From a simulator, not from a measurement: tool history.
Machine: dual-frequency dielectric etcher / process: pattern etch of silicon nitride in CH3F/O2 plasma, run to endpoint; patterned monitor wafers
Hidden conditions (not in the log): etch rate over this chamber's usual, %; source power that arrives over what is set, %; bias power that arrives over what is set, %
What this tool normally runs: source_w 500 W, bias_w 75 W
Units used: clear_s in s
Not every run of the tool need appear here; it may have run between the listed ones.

run   hour  source_w  bias_w  wafers since the last listed run  hours since the last wet clean  hours since the last source power generator calibration  hours since the last bias power generator calibration  hours since the last upper electrode change  incoming incoming film thickness, nm  clear_s
  1      0       430      90                                 0                            79.8                                                   2447.5                                                 1726.2                                       3060.4                                  63.9     62.9
  2    9.6       430      90                                45                            89.4                                                   2457.1                                                 1735.8                                         3070                                  62.9     61.3
  3   19.4       430      90                                46                            99.2                                                   2466.9                                                 1745.6                                       3079.8                                  63.2     61.5
  4     33       500      75                                65                           112.8                                                   2480.5                                                 1759.2                                       3093.4                                  62.7     61.2
  5   44.1       410      62                                53                           123.9                                                   2491.6                                                 1770.3                                       3104.5                                  63.2     70.2
  6   58.7       410      62                                69                           138.5                                                   2506.2                                                 1784.9                                       3119.1                                  63.8     70.1
  7  112.4       500      66                               257                           192.2                                                   2559.9                                                 1838.6                                       3172.8                                    63     62.6
  8  125.5       450      80                                62                           205.3                                                     2573                                                 1851.7                                       3185.9                                    64     63.1
  9  133.5       450      80                                38                           213.3                                                     2581                                                 1859.7                                       3193.9                                  63.4     61.4
     169.5  -- upper electrode replaced
 10    170       450      80                                59                           249.8                                                   2617.5                                                 1896.2                                          0.5                                  63.1     60.6
 11  170.4       500      75                                 1                           250.2                                                   2617.9                                                 1896.6                                          0.9                                  63.1     61.3
 12  172.9       500      75                                11                           252.7                                                   2620.4                                                 1899.1                                          3.4                                  63.3     60.2
 13  185.9       500      75                                62                           265.7                                                   2633.4                                                 1912.1                                         16.4                                  62.8     60.3
 14  193.9       560      75                                38                           273.7                                                   2641.4                                                 1920.1                                         24.4                                  62.2     57.2
 15  209.6       560      75                                75                           289.4                                                   2657.1                                                 1935.8                                         40.1                                  62.8       58
 16  218.5       430      93                                42                           298.3                                                     2666                                                 1944.7                                           49                                    63     58.7
 17  250.7       380      63                               154                           330.5                                                   2698.2                                                 1976.9                                         81.2                                  63.1     69.9
 18  257.4       430      70                                32                           337.2                                                   2704.9                                                 1983.6                                         87.9                                  63.4       66
 19  274.8       500      75                                83                           354.6                                                   2722.3                                                   2001                                        105.3                                  62.9     60.1
 20  283.4       570      63                                41                           363.2                                                   2730.9                                                 2009.6                                        113.9                                  63.1     60.7
 21    292       500      75                                41                           371.8                                                   2739.5                                                 2018.2                                        122.5                                  63.3     59.9

Expected results for the next run?
 22  302.4       590      92                                49                           382.2                                                   2749.9                                                 2028.6                                        132.9                                  62.4        ?

Logged for run 22: clear_s 53 s.
On a tool with no hidden condition, and with the same random variation, this run would have come out at clear_s 55 s.

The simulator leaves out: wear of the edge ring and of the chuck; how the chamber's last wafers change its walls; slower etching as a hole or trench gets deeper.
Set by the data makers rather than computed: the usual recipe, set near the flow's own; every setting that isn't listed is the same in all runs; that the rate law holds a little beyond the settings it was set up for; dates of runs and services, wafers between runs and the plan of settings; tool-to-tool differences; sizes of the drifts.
